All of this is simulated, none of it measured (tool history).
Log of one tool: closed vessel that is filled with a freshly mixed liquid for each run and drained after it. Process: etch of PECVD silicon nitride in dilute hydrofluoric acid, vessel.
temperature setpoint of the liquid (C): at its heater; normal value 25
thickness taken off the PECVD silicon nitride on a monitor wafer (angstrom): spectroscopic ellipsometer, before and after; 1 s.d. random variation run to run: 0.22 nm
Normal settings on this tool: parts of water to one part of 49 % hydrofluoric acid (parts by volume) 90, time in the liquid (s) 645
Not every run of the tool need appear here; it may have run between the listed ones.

| run | hour | temperature setpoint of the liquid (C) | parts of water to one part of 49 % hydrofluoric acid (parts by volume) | time in the liquid (s) | read-back film thickness of the PECVD silicon nitride reference wafer, read on the same gauge (nm) | thickness taken off the PECVD silicon nitride on a monitor wafer (angstrom) |
|---|---|---|---|---|---|---|
| 1 | 0.0 | 25 | 90 | 645 | 129.98 | 247.4 |
| 2 | 55.0 | 25 | 90 | 645 | 129.98 | 252.2 |
| 3 | 129.0 | 25 | 60 | 645 | 130.03 | 370.0 |
| 4 | 177.8 | 25 | 60 | 645 | 130.00 | 369.2 |
| 5 | 247.3 | 25 | 60 | 645 | 130.04 | 366.6 |
| 6 | 325.6 | 25 | 90 | 645 | 130.00 | 249.0 |
| 7 | 404.0 | 25 | 90 | 645 | 130.00 | 242.3 |
| 8 | 469.5 | 25 | 90 | 645 | 129.99 | 246.4 |
| 9 | 539.3 | 25 | 90 | 645 | 130.00 | 247.6 |
| 10 | 602.4 | 25 | 90 | 645 | 130.01 | 247.8 |
| 11 | 685.4 | 25 | 90 | 645 | 130.00 | 247.4 |
| 12 | 751.0 | 25 | 90 | 645 | 130.01 | 244.1 |
| 13 | 792.3 | 25 | 90 | 645 | 130.01 | 246.1 |
| 14 | 842.7 | 25 | 90 | 350 | 130.04 | 131.9 |
|  | 948.3 | thermometer replaced |
| 15 | 948.8 | 25 | 90 | 645 | 129.95 | 245.2 |
|  | 967.1 | gauge calibrated |
|  | 967.6 | hydrofluoric acid flow meter replaced |
| 16 | 1003.1 | 25 | 90 | 530 | 129.98 | 202.2 |
| 17 | 1099.7 | 25 | 90 | 645 | 130.01 | 246.3 |

Run 18 is up next; what results do you expect?
| 18 | 1199.5 | 25 | 90 | 805 | ? | ? |

{"run 18": {"read-back film thickness of the PECVD silicon nitride reference wafer, read on the same gauge (nm)": 130.01, "thickness taken off the PECVD silicon nitride on a monitor wafer (angstrom)": 308.7}}
With the hidden condition absent and the run-to-run variation left alone, this run would have shown thickness taken off the PECVD silicon nitride on a monitor wafer (angstrom) 308.7.
